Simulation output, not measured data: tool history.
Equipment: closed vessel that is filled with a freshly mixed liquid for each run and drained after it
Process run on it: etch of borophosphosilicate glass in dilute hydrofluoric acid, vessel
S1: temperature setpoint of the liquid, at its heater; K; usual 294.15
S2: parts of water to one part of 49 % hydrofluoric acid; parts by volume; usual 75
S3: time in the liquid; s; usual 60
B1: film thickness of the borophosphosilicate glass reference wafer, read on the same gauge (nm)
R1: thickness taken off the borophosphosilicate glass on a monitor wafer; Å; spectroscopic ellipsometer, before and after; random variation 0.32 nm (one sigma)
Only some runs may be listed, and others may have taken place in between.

{"run": 1, "hour": 0.0, "S1": 296.15, "S2": 105, "S3": 60, "B1": 59.97, "R1": 432.9}
{"run": 2, "hour": 82.8, "S1": 296.15, "S2": 105, "S3": 60, "B1": 60.05, "R1": 432.3}
{"run": 3, "hour": 185.3, "S1": 296.15, "S2": 105, "S3": 60, "B1": 60.03, "R1": 432.6}
{"run": 4, "hour": 384.8, "S1": 294.15, "S2": 50, "S3": 60, "B1": 60, "R1": 914.4}
{"hour": 407.4, "done": "gauge calibrated"}
{"run": 5, "hour": 486.5, "S1": 294.15, "S2": 75, "S3": 60, "B1": 60.02, "R1": 591.5}
{"run": 6, "hour": 572.2, "S1": 294.15, "S2": 75, "S3": 60, "B1": 59.99, "R1": 595.6}
{"hour": 622.9, "done": "hydrofluoric acid flow meter replaced"}
{"run": 7, "hour": 654.5, "S1": 294.15, "S2": 95, "S3": 60, "B1": 59.98, "R1": 458}
{"run": 8, "hour": 753.3, "S1": 294.15, "S2": 45, "S3": 60, "B1": 59.98, "R1": 1029.4}
{"run": 9, "hour": 810.0, "S1": 291.15, "S2": 75, "S3": 60, "B1": 60, "R1": 527.4}
{"hour": 843.7, "done": "thermometer replaced"}
{"run": 10, "hour": 865.2, "S1": 298.15, "S2": 75, "S3": 85, "B1": 59.98, "R1": 905.9}
{"run": 11, "hour": 930.5, "S1": 290.65, "S2": 115, "S3": 45, "B1": 60.01, "R1": 221.6}
{"run": 12, "hour": 1013.1, "S1": 296.15, "S2": 75, "S3": 35, "B1": 60, "R1": 341.9}
{"run": 13, "hour": 1115.8, "S1": 294.15, "S2": 75, "S3": 60, "B1": 60, "R1": 541.4}
{"run": 14, "hour": 1162.4, "S1": 294.15, "S2": 85, "S3": 90, "B1": 60.06, "R1": 709.1}
{"run": 15, "hour": 1199.7, "S1": 291.65, "S2": 90, "S3": 75, "B1": 60.03, "R1": 500.4}

Forecast each of these 3 alternatives for the next run:
{"run": "A", "hour": 1200.4, "S1": 294.15, "S2": 75, "S3": 60, "B1": "?", "R1": "?"}
{"run": "B", "hour": 1200.4, "S1": 298.65, "S2": 55, "S3": 30, "B1": "?", "R1": "?"}
{"run": "C", "hour": 1200.4, "S1": 290.15, "S2": 75, "S3": 45, "B1": "?", "R1": "?"}

run=A B1=59.99 R1=547
run=B B1=59.99 R1=459.9
run=C B1=59.99 R1=346.8
With no hidden state in the tool, these same runs would have given:
run=A R1=539.4
run=B R1=453.6
run=C R1=341.8
